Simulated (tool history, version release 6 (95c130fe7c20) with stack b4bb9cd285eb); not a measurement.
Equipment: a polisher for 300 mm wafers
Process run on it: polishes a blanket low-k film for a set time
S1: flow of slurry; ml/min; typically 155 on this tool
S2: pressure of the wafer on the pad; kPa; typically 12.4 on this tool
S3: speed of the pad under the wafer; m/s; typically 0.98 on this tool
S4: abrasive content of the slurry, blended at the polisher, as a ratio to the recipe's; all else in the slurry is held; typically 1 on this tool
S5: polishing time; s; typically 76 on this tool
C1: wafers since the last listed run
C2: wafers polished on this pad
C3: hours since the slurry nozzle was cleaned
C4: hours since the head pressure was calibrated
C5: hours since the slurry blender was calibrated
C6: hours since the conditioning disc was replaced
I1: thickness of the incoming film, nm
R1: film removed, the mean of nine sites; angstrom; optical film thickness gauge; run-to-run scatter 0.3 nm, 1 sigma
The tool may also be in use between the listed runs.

Run 1, hour 0: usual settings; C1 0; C2 284; C3 756.9; C4 1400.4; C5 357.5; C6 134.2; I1 621.1. Result: R1 235 angstrom.
Run 2, hour 7.9: usual settings; C1 52; C2 336; C3 764.8; C4 1408.3; C5 365.4; C6 142.1; I1 604.3. Result: R1 240 angstrom.
Run 3, hour 23.1: usual settings; C1 100; C2 437; C3 780; C4 1423.5; C5 380.6; C6 157.3; I1 615.1. Result: R1 237 angstrom.
Run 4, hour 38.5: usual settings; C1 102; C2 539; C3 795.4; C4 1438.9; C5 396; C6 172.7; I1 612. Result: R1 237 angstrom.
Run 5, hour 47.1: usual settings; C1 57; C2 596; C3 804; C4 1447.5; C5 404.6; C6 181.3; I1 618.8. Result: R1 241 angstrom.
Run 6, hour 60: usual settings; C1 85; C2 682; C3 816.9; C4 1460.4; C5 417.5; C6 194.2; I1 611.2. Result: R1 241 angstrom.
At hour 65.2: conditioning disc replaced and pad reconditioned.
Run 7, hour 76.7: usual settings; C1 97; C2 780; C3 833.6; C4 1477.1; C5 434.2; C6 11.5; I1 619.3. Result: R1 239 angstrom.
At hour 79.6: slurry blender recalibrated.
At hour 84.1: head pressure recalibrated.
At hour 85.6: slurry nozzle cleaned.
Run 8, hour 86.1: usual settings but S2 13.8 kPa; C1 29; C2 809; C3 0.5; C4 2; C5 6.5; C6 20.9; I1 602.1. Result: R1 268 angstrom.
Run 9, hour 96.8: usual settings but S2 13.8 kPa; C1 71; C2 880; C3 11.2; C4 12.7; C5 17.2; C6 31.6; I1 606.4. Result: R1 269 angstrom.
Run 10, hour 109.5: usual settings but S5 62 s; C1 84; C2 964; C3 23.9; C4 25.4; C5 29.9; C6 44.3; I1 607.2. Result: R1 195 angstrom.
Run 11, hour 117.4: usual settings; C1 52; C2 1017; C3 31.8; C4 33.3; C5 37.8; C6 52.2; I1 624. Result: R1 242 angstrom.
At hour 126.8: worn pad replaced by a new one.
Run 12, hour 127.3: usual settings but S1 170 ml/min, S2 14.5 kPa, S4 1.2; C1 39; C2 3; C3 41.7; C4 43.2; C5 47.7; C6 62.1; I1 613.7. Result: R1 295 angstrom.
Run 13, hour 136.6: usual settings but S1 125 ml/min, S4 1.15; C1 61; C2 64; C3 51; C4 52.5; C5 57; C6 71.4; I1 604.9. Result: R1 238 angstrom.
Run 14, hour 142.9: usual settings but S3 0.78 m/s; C1 41; C2 106; C3 57.3; C4 58.8; C5 63.3; C6 77.7; I1 610.1. Result: R1 200 angstrom.
Run 15, hour 160.2: usual settings but S4 0.75; C1 114; C2 221; C3 74.6; C4 76.1; C5 80.6; C6 95; I1 615.6. Result: R1 214 angstrom.
Run 16, hour 171.7: usual settings; C1 76; C2 297; C3 86.1; C4 87.6; C5 92.1; C6 106.5; I1 612.8. Result: R1 241 angstrom.
Run 17, hour 180.4: usual settings but S1 125 ml/min, S3 0.76 m/s, S5 56 s; C1 57; C2 355; C3 94.8; C4 96.3; C5 100.8; C6 115.2; I1 616.2. Result: R1 139 angstrom.
Run 18, hour 197.6: usual settings; C1 114; C2 469; C3 112; C4 113.5; C5 118; C6 132.4; I1 606.4. Result: R1 242 angstrom.

What if the next run were any one of these 3? Each begins from the tool's condition after run 18:
Run A, hour 198: usual settings but S4 1.1; C1 2; C2 472; C3 112.4; C4 113.9; C5 118.4; C6 132.8; I1 607.4. Result: R1 ?.
Run B, hour 198: usual settings but S2 9 kPa; C1 2; C2 472; C3 112.4; C4 113.9; C5 118.4; C6 132.8; I1 607.4. Result: R1 ?.
Run C, hour 198: usual settings but S1 175 ml/min, S2 9 kPa, S5 91 s; C1 2; C2 472; C3 112.4; C4 113.9; C5 118.4; C6 132.8; I1 607.4. Result: R1 ?.

run   R1
  A  251
  B  176
  C  215
The same runs, with their run-to-run variation unchanged, on a tool lacking any hidden condition would have given:
run   R1
  A  251
  B  176
  C  215
